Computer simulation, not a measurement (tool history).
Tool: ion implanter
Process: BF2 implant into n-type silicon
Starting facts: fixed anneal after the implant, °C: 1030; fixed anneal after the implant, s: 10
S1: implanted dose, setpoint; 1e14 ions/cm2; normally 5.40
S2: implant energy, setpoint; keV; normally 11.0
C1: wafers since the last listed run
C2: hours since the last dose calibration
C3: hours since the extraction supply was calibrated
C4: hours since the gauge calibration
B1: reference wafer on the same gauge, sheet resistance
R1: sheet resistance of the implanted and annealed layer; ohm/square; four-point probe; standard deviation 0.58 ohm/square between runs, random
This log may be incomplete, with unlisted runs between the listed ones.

| run | day | S1 | S2 | C1 | C2 | C3 | C4 | B1 | R1 |
|---|---|---|---|---|---|---|---|---|---|
| 1 | 0.000 | 5.40 | 12.5 | 0 | 480.7 | 4386.1 | 100.0 | 239.98 | 264.24 |
| 2 | 1.296 | 5.40 | 12.5 | 631 | 511.8 | 4417.2 | 131.1 | 240.25 | 265.91 |
| 3 | 1.946 | 5.40 | 11.0 | 316 | 527.4 | 4432.8 | 146.7 | 240.02 | 275.87 |
| 4 | 3.254 | 5.40 | 11.0 | 637 | 558.8 | 4464.2 | 178.1 | 240.13 | 275.48 |
| 5 | 4.121 | 5.40 | 11.0 | 422 | 579.6 | 4485.0 | 198.9 | 240.06 | 275.47 |
|  | 5.008 | extraction supply calibrated |
| 6 | 5.375 | 5.40 | 11.0 | 448 | 609.7 | 8.8 | 229.0 | 240.16 | 275.73 |
| 7 | 6.008 | 5.40 | 11.0 | 308 | 624.9 | 24.0 | 244.2 | 239.90 | 275.88 |
| 8 | 6.788 | 5.40 | 8.5 | 379 | 643.6 | 42.7 | 262.9 | 239.93 | 300.43 |
| 9 | 7.617 | 6.49 | 11.0 | 403 | 663.5 | 62.6 | 282.8 | 240.06 | 249.91 |
|  | 8.450 | gauge calibrated |
| 10 | 8.471 | 5.40 | 11.0 | 415 | 684.0 | 83.1 | 0.5 | 239.98 | 275.93 |
| 11 | 9.388 | 6.82 | 13.0 | 446 | 706.0 | 105.1 | 22.5 | 239.92 | 230.97 |
|  | 12.621 | Faraday cup replaced and dose calibrated |
| 12 | 12.888 | 4.69 | 14.5 | 1542 | 6.4 | 189.1 | 106.5 | 240.05 | 277.87 |
| 13 | 13.779 | 6.71 | 7.0 | 434 | 27.8 | 210.5 | 127.9 | 240.01 | 287.91 |
| 14 | 15.088 | 5.95 | 14.0 | 637 | 59.2 | 241.9 | 159.3 | 239.75 | 242.68 |
| 15 | 15.592 | 3.86 | 8.0 | 245 | 71.3 | 254.0 | 171.4 | 240.08 | 367.84 |
| 16 | 16.121 | 5.40 | 11.0 | 257 | 84.0 | 266.7 | 184.1 | 240.04 | 276.50 |

Branching from run 16: 4 alternative next runs. What would each branch give?
| A | 16.138 | 5.40 | 11.0 | 8 | 84.4 | 267.1 | 184.5 | ? | ? |
| B | 16.138 | 6.39 | 13.0 | 8 | 84.4 | 267.1 | 184.5 | ? | ? |
| C | 16.138 | 5.40 | 9.0 | 8 | 84.4 | 267.1 | 184.5 | ? | ? |
| D | 16.138 | 5.40 | 13.0 | 8 | 84.4 | 267.1 | 184.5 | ? | ? |

| run | B1 | R1 |
|---|---|---|
| A | 240.04 | 275.55 |
| B | 240.04 | 238.86 |
| C | 240.04 | 294.10 |
| D | 240.04 | 261.92 |
Take away the tool's hidden state, keep each run's random variation, and the runs would have read:
| run | R1 |
|---|---|
| A | 275.55 |
| B | 238.86 |
| C | 294.10 |
| D | 261.92 |

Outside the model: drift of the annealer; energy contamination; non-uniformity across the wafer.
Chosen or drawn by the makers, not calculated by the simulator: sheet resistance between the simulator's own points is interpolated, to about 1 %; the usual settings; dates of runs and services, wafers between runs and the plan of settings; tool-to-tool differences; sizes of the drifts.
